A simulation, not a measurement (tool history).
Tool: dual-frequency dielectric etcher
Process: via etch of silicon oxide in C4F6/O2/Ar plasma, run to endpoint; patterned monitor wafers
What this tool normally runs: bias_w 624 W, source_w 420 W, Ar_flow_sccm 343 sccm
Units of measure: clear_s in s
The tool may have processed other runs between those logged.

run	hour	bias_w	source_w	Ar_flow_sccm	incoming incoming film thickness, nm	clear_s
1	0	624	420	343	131.8	27.5
2	17.9	624	420	343	132	27.7
3	50.1	624	420	343	130	27.3
4	70.6	624	420	343	131.2	27.4
5	88.5	624	420	343	132.1	27.6
6	110.9	624	420	343	130.1	27.1
7	133.3	624	450	343	129.9	27
# hour 172.8: wet clean of the chamber
8	173.3	624	420	343	131.5	27.5
9	174.5	624	420	343	131.1	27.5
10	209.1	624	420	343	130.7	27.2
11	235.6	624	420	343	131.1	27.5
12	248.5	729	370	343	130.1	26.8
# hour 267.4: Ar flow controller replaced
13	270.9	624	520	343	130.9	26.1
# hour 294.1: bias power generator calibrated
14	299.1	624	370	426	131.9	28.7
# hour 319.5: source power generator calibrated
# hour 336.9: upper electrode replaced
15	337.4	624	420	343	130.7	27.3
16	357.8	500	360	343	131.5	30.4
17	379.4	624	390	372	131.1	28
18	406.9	624	420	343	130.2	27

Expected results for the next run?
19	436.5	624	360	343	131.3	?

clear_s: 28.6 s
Without the tool's hidden state the same run would have given clear_s 28.6 s.

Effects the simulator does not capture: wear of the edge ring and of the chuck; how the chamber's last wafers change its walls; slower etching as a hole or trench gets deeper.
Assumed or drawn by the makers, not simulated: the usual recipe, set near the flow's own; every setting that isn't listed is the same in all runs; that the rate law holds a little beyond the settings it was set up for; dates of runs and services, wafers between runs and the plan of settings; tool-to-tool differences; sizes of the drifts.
